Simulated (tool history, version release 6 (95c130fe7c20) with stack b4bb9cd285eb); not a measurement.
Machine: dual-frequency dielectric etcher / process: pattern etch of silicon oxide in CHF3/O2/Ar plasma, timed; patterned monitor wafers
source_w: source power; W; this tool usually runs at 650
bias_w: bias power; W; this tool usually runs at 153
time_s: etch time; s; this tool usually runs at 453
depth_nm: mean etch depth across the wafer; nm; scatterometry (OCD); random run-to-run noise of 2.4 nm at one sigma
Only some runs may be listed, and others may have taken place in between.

run	day	source_w	bias_w	time_s	read-back reference wafer on the same gauge, depth_nm	depth_nm
1	0	650	153	453	943.9	983.3
2	0.308	650	153	453	944.7	983.9
3	0.642	650	153	453	943.6	984.9
4	1.262	650	153	453	942.2	980
5	1.525	650	153	453	943.2	985.2
6	2.133	650	181	453	943.4	1047
7	2.429	650	181	453	943.4	1046.7
8	2.938	580	153	453	944.5	955.7
9	3.596	580	153	453	943.1	962.5
10	4.238	580	153	453	942.5	960
11	4.571	650	123	453	943.1	915.9
# day 4.912: source power generator calibrated
12	5.062	650	153	382	942.3	833.2
13	5.783	650	153	382	943.1	838
14	6.267	550	133	525	943.2	1051
15	6.533	790	123	539.5	941.3	1160.1
# day 7.762: upper electrode replaced
# day 8.246: wet clean of the chamber
16	8.267	590	153	453	942.6	872.4
17	8.288	510	183	573.5	943.8	1134
18	8.35	650	153	453	941.9	894.5
19	8.854	730	179	453	942.9	976.7
# day 9.55: gauge calibrated
# day 9.783: bias power generator calibrated
# day 10.096: wet clean of the chamber, repeated, since the last time left the tool worse
20	10.433	720	153	453	942.5	991.7
21	12.208	520	121	517	943.7	959.8
22	12.596	520	121	517	943	962.2
23	12.871	650	153	453	943	969.7
24	13.267	650	165	453	942.9	997.1
25	13.975	650	177	453	942.5	1025.1
26	14.329	650	153	453	943.5	967.9
27	15.008	650	153	410.5	944.2	882.2

Results per run with the tool's hidden condition removed, run-to-run variation unchanged:
The hidden state here: etch rate over this chamber's usual, %; source power that arrives over what is set, %; bias power that arrives over what is set, %; gauge reads high (%).
run	depth_nm
1	964.2
2	964.2
3	964.7
4	958.9
5	963.6
6	1023
7	1022.2
8	932.6
9	938.2
10	934.7
11	891.3
12	810.1
13	813.8
14	1019.9
15	1125.3
16	937
17	1217.9
18	960.6
19	1047.9
20	988
21	953.4
22	955.1
23	962.2
24	988.7
25	1015.2
26	958
27	872.2

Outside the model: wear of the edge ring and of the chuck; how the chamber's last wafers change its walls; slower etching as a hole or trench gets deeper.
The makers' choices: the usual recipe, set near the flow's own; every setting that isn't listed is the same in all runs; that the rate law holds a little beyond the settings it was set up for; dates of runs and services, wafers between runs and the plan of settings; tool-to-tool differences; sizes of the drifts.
